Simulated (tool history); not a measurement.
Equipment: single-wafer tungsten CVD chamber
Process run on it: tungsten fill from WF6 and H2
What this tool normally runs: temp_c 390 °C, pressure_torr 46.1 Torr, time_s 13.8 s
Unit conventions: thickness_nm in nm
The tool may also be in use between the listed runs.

run,day,temp_c,pressure_torr,time_s,"read-back reference wafer on the same gauge, thickness_nm",thickness_nm
1,0.000,390,46.1,15.5,32.496,48.644
2,0.558,390,46.1,15.5,32.520,48.148
3,1.729,390,46.1,13.8,32.556,42.953
4,3.046,390,46.1,13.8,32.504,43.291
5,4.392,390,46.1,13.8,32.494,43.458
6,5.800,390,49.3,13.8,32.470,44.086
7,6.712,390,49.3,13.8,32.534,44.247
8,7.671,390,49.3,13.8,32.528,44.522
9,8.388,381,46.1,13.8,32.470,36.945
10,8.900,390,46.1,13.8,32.551,43.035
11,10.146,390,46.1,13.8,32.475,43.475
12,11.438,390,46.1,13.8,32.462,43.668
13,12.304,390,46.1,13.8,32.513,40.349
14,13.267,390,46.1,13.8,32.477,40.221
15,14.004,390,46.1,13.8,32.518,40.817
16,14.742,390,46.1,13.8,32.574,40.430
17,15.312,390,46.1,13.8,32.474,40.199
18,16.767,404,49.5,12.3,32.538,46.630
19,17.471,397,56.8,15.5,32.514,54.940
20,18.042,390,38.0,12.2,32.538,33.647
21,19.167,390,50.5,13.8,32.493,41.820
22,20.125,376,50.1,13.8,32.476,32.719
23,21.462,390,51.9,12.6,32.521,38.491
24,21.996,390,46.1,11.7,32.504,33.978
25,22.738,390,57.2,13.8,32.500,43.965
26,23.483,400,46.1,11.2,32.483,38.690
27,24.162,390,46.1,13.8,32.512,40.276
28,24.867,398,51.4,11.5,32.516,40.179
29,25.383,375,38.9,15.7,32.489,33.577
30,26.350,390,38.6,13.8,32.499,38.072
31,27.104,390,37.0,12.0,32.474,32.824
32,27.921,390,46.1,13.8,32.451,40.397
33,28.446,401,46.1,12.9,32.489,45.254

Removed from this log: 4 entries logged between the listed runs. Between which two listed runs does each belong, and how does the tool's hidden state at the listed run before it compare with that at the listed run after it?
Between runs 12 and 13: thermocouple changed; heater temperature recalibrated (day 12.283)
  wafer temperature above the value expected at the setpoint (K): 4.58 -> 0.0812
  measured less the result without the state, thickness_nm: +3.213 -> +0.055 nm
Between runs 14 and 15: capacitance manometer re-zeroed and calibrated (day 13.604)
  wafer temperature above the value expected at the setpoint (K): 0.0817 -> 0.0826
  measured less the result without the state, thickness_nm: +0.056 -> +0.057 nm
Between runs 18 and 19: showerhead replaced (day 17.288)
  wafer temperature above the value expected at the setpoint (K): 0.0902 -> 0.0933
  measured less the result without the state, thickness_nm: +0.066 -> +0.085 nm
Between runs 20 and 21: gauge calibrated (day 19.062)
  wafer temperature above the value expected at the setpoint (K): 0.0961 -> 0.102
  measured less the result without the state, thickness_nm: +0.054 -> +0.072 nm
